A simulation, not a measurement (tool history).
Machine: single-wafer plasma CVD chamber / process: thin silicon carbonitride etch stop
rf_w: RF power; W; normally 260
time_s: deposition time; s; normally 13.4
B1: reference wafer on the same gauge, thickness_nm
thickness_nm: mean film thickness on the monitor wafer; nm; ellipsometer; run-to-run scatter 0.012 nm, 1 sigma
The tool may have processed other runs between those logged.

Run 1, day 0: usual settings; B1 9.239. Result: thickness_nm 8.308 nm.
Run 2, day 0.3: usual settings; B1 9.24. Result: thickness_nm 8.286 nm.
Run 3, day 0.883: usual settings; B1 9.235. Result: thickness_nm 8.298 nm.
Run 4, day 1.271: usual settings but rf_w 300 W; B1 9.228. Result: thickness_nm 8.688 nm.
Run 5, day 1.579: usual settings but rf_w 300 W; B1 9.225. Result: thickness_nm 8.682 nm.
Run 6, day 1.958: usual settings but rf_w 300 W; B1 9.224. Result: thickness_nm 8.694 nm.
Run 7, day 2.408: usual settings; B1 9.224. Result: thickness_nm 8.269 nm.
Run 8, day 3.133: usual settings; B1 9.213. Result: thickness_nm 8.305 nm.
Run 9, day 3.742: usual settings; B1 9.205. Result: thickness_nm 8.272 nm.
Run 10, day 4.238: usual settings but rf_w 230 W; B1 9.207. Result: thickness_nm 7.952 nm.
Run 11, day 4.85: usual settings but rf_w 210 W, time_s 11.7 s; B1 9.198. Result: thickness_nm 6.743 nm.
Run 12, day 5.138: usual settings; B1 9.194. Result: thickness_nm 8.25 nm.
At day 5.825: RF generator calibrated.
At day 6.004: thermocouple changed; heater temperature recalibrated.
Run 13, day 6.025: usual settings but rf_w 300 W, time_s 14.5 s; B1 9.189. Result: thickness_nm 9.377 nm.
Run 14, day 6.433: usual settings but rf_w 230 W, time_s 14.6 s; B1 9.186. Result: thickness_nm 8.626 nm.
Run 15, day 6.879: usual settings; B1 9.183. Result: thickness_nm 8.258 nm.
At day 7.117: gauge calibrated.
At day 7.658: showerhead replaced.
Run 16, day 7.679: usual settings but rf_w 230 W; B1 9.251. Result: thickness_nm 7.995 nm.
Run 17, day 7.958: usual settings but rf_w 310 W, time_s 15.7 s; B1 9.254. Result: thickness_nm 10.32 nm.
Run 18, day 8.65: usual settings but rf_w 245 W, time_s 14.7 s; B1 9.247. Result: thickness_nm 8.922 nm.
Run 19, day 10: usual settings but rf_w 220 W, time_s 12.1 s; B1 9.233. Result: thickness_nm 7.099 nm.

3 options for the next run, each taken on its own from the tool as it stands now. Forecast them:
Run A, day 10.017: usual settings; B1 ?. Result: thickness_nm ?.
Run B, day 10.017: usual settings but rf_w 280 W; B1 ?. Result: thickness_nm ?.
Run C, day 10.017: usual settings but rf_w 295 W; B1 ?. Result: thickness_nm ?.

run     B1  thickness_nm
  A  9.236         8.317
  B  9.236          8.52
  C  9.236         8.664
What these runs would have given with no unlogged condition in the tool:
run  thickness_nm
  A          8.35
  B         8.553
  C         8.698
